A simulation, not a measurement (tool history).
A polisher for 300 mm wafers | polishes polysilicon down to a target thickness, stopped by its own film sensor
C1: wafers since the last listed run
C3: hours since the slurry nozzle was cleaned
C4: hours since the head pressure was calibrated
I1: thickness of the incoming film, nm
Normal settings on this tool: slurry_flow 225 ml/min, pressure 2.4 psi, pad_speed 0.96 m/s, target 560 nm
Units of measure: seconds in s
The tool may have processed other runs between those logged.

Run 1, hour 0.0: usual settings; C1 0; wafers polished on this pad 1440; C3 109.2; C4 431.3; I1 918.0. Result: seconds 46.9 s.
At hour 24.5: head pressure recalibrated.
Run 2, hour 26.9: usual settings; C1 318; wafers polished on this pad 1759; C3 136.1; C4 2.4; I1 901.3. Result: seconds 48.5 s.
Run 3, hour 58.0: usual settings; C1 398; wafers polished on this pad 2157; C3 167.2; C4 33.5; I1 898.9. Result: seconds 47.5 s.
Run 4, hour 75.1: usual settings but target 644 nm; C1 219; wafers polished on this pad 2376; C3 184.3; C4 50.6; I1 908.1. Result: seconds 36.3 s.
Run 5, hour 106.4: usual settings but pressure 2.9 psi; C1 400; wafers polished on this pad 2777; C3 215.6; C4 81.9; I1 900.6. Result: seconds 40.9 s.
Run 6, hour 138.5: usual settings; C1 411; wafers polished on this pad 3188; C3 247.7; C4 114.0; I1 906.5. Result: seconds 46.3 s.
At hour 152.9: worn pad replaced by a new one.
Run 7, hour 155.7: usual settings but pressure 2.0 psi, pad_speed 1.08 m/s; C1 169; wafers polished on this pad 35; C3 264.9; C4 131.2; I1 896.7. Result: seconds 45.9 s.
Run 8, hour 185.4: usual settings but pressure 2.0 psi, pad_speed 1.08 m/s; C1 380; wafers polished on this pad 415; C3 294.6; C4 160.9; I1 930.9. Result: seconds 51.4 s.
Run 9, hour 218.4: usual settings but pressure 2.0 psi, pad_speed 1.08 m/s; C1 422; wafers polished on this pad 838; C3 327.6; C4 193.9; I1 909.8. Result: seconds 47.6 s.
Run 10, hour 233.2: usual settings but pad_speed 1.18 m/s; C1 189; wafers polished on this pad 1028; C3 342.4; C4 208.7; I1 896.9. Result: seconds 36.4 s.
Run 11, hour 250.8: usual settings; C1 225; wafers polished on this pad 1253; C3 360.0; C4 226.3; I1 902.5. Result: seconds 45.1 s.
At hour 261.6: slurry nozzle cleaned.
Run 12, hour 274.4: usual settings; C1 289; wafers polished on this pad 1543; C3 12.8; C4 249.9; I1 897.8. Result: seconds 43.1 s.
Run 13, hour 288.8: usual settings but slurry_flow 200 ml/min; C1 184; wafers polished on this pad 1727; C3 27.2; C4 264.3; I1 911.9. Result: seconds 46.6 s.
Run 14, hour 322.4: usual settings but slurry_flow 200 ml/min; C1 430; wafers polished on this pad 2157; C3 60.8; C4 297.9; I1 904.3. Result: seconds 45.2 s.
Run 15, hour 352.4: usual settings; C1 384; wafers polished on this pad 2542; C3 90.8; C4 327.9; I1 899.2. Result: seconds 44.4 s.
Run 16, hour 383.6: usual settings but pad_speed 0.84 m/s; C1 399; wafers polished on this pad 2941; C3 122.0; C4 359.1; I1 920.2. Result: seconds 52.5 s.
At hour 388.1: worn pad replaced by a new one, of another model than before.
Run 17, hour 414.0: usual settings but pad_speed 0.68 m/s; C1 338; wafers polished on this pad 331; C3 152.4; C4 389.5; I1 902.1. Result: seconds 51.7 s.
Run 18, hour 445.7: usual settings but pressure 1.7 psi, pad_speed 1.12 m/s, target 626 nm; C1 406; wafers polished on this pad 737; C3 184.1; C4 421.2; I1 915.7. Result: seconds 45.9 s.
Run 19, hour 473.9: usual settings; C1 361; wafers polished on this pad 1098; C3 212.3; C4 449.4; I1 911.1. Result: seconds 44.8 s.
Run 20, hour 502.4: usual settings but pad_speed 0.66 m/s, target 527 nm; C1 365; wafers polished on this pad 1463; C3 240.8; C4 477.9; I1 916.8. Result: seconds 59.3 s.
Run 21, hour 538.4: usual settings; C1 461; wafers polished on this pad 1924; C3 276.8; C4 513.9; I1 897.7. Result: seconds 42.7 s.
At hour 546.3: head pressure recalibrated.
Run 22, hour 557.9: usual settings but slurry_flow 155 ml/min; C1 224; wafers polished on this pad 2148; C3 296.3; C4 11.6; I1 906.1. Result: seconds 53.9 s.
Run 23, hour 578.5: usual settings but slurry_flow 185 ml/min, pressure 2.1 psi, target 455 nm; C1 263; wafers polished on this pad 2412; C3 316.9; C4 32.2; I1 921.8. Result: seconds 80.2 s.
Run 24, hour 592.8: usual settings; C1 183; wafers polished on this pad 2596; C3 331.2; C4 46.5; I1 906.5. Result: seconds 48.9 s.
Run 25, hour 607.2: usual settings; C1 184; wafers polished on this pad 2780; C3 345.6; C4 60.9; I1 905.3. Result: seconds 47.6 s.
At hour 616.2: worn pad replaced by a new one.
Run 26, hour 634.2: usual settings but slurry_flow 205 ml/min, pressure 2.7 psi, pad_speed 0.86 m/s; C1 294; wafers polished on this pad 230; C3 372.6; C4 87.9; I1 911.4. Result: seconds 46.5 s.
Run 27, hour 647.5: usual settings; C1 170; wafers polished on this pad 400; C3 385.9; C4 101.2; I1 909.1. Result: seconds 47.3 s.
At hour 654.7: slurry nozzle cleaned.
Run 28, hour 692.9: usual settings but slurry_flow 155 ml/min, pressure 2.0 psi, pad_speed 1.10 m/s, target 525 nm; C1 568; wafers polished on this pad 969; C3 38.2; C4 146.6; I1 909.6. Result: seconds 63.6 s.
Run 29, hour 722.8: usual settings but target 626 nm; C1 382; wafers polished on this pad 1352; C3 68.1; C4 176.5; I1 914.8. Result: seconds 38.2 s.
Run 30, hour 750.6: usual settings but slurry_flow 305 ml/min; C1 356; wafers polished on this pad 1708; C3 95.9; C4 204.3; I1 898.1. Result: seconds 43.2 s.
Run 31, hour 768.9: usual settings but slurry_flow 185 ml/min, pad_speed 1.30 m/s; C1 234; wafers polished on this pad 1942; C3 114.2; C4 222.6; I1 895.0. Result: seconds 40.0 s.
Run 32, hour 804.8: usual settings but slurry_flow 185 ml/min, pad_speed 1.30 m/s; C1 459; wafers polished on this pad 2402; C3 150.1; C4 258.5; I1 914.6. Result: seconds 40.2 s.
Run 33, hour 829.3: usual settings but pad_speed 1.22 m/s, target 519 nm; C1 313; wafers polished on this pad 2716; C3 174.6; C4 283.0; I1 917.5. Result: seconds 45.5 s.
Run 34, hour 860.4: usual settings but slurry_flow 160 ml/min, pressure 2.0 psi, pad_speed 1.12 m/s, target 591 nm; C1 398; wafers polished on this pad 3114; C3 205.7; C4 314.1; I1 907.9. Result: seconds 48.7 s.
Run 35, hour 874.1: usual settings but target 632 nm; C1 175; wafers polished on this pad 3290; C3 219.4; C4 327.8; I1 918.8. Result: seconds 37.4 s.
At hour 894.7: worn pad replaced by a new one.
Run 36, hour 895.2: usual settings but pressure 1.9 psi, pad_speed 1.28 m/s, target 483 nm; C1 219; wafers polished on this pad 6; C3 240.5; C4 348.9; I1 917.9. Result: seconds 60.9 s.
Run 37, hour 913.1: usual settings but slurry_flow 260 ml/min, pad_speed 1.30 m/s, target 440 nm; C1 229; wafers polished on this pad 236; C3 258.4; C4 366.8; I1 921.0. Result: seconds 52.0 s.
Run 38, hour 926.6: usual settings but pressure 2.8 psi; C1 172; wafers polished on this pad 409; C3 271.9; C4 380.3; I1 910.3. Result: seconds 38.9 s.

What if the next run were any one of these 3? Each begins from the tool's condition after run 38:
Run A, hour 927.0: usual settings but pad_speed 1.16 m/s; C1 5; wafers polished on this pad 414; C3 272.3; C4 380.7; I1 899.6. Result: seconds ?.
Run B, hour 927.0: usual settings but slurry_flow 290 ml/min, pressure 2.7 psi, target 657 nm; C1 5; wafers polished on this pad 414; C3 272.3; C4 380.7; I1 899.6. Result: seconds ?.
Run C, hour 927.0: usual settings but slurry_flow 200 ml/min, pressure 2.2 psi, target 501 nm; C1 5; wafers polished on this pad 414; C3 272.3; C4 380.7; I1 899.6. Result: seconds ?.

run  seconds
  A     40.3
  B     27.4
  C     58.8
Had the tool no hidden state, the same runs would have come out as:
run  seconds
  A     44.7
  B     30.4
  C     65.1

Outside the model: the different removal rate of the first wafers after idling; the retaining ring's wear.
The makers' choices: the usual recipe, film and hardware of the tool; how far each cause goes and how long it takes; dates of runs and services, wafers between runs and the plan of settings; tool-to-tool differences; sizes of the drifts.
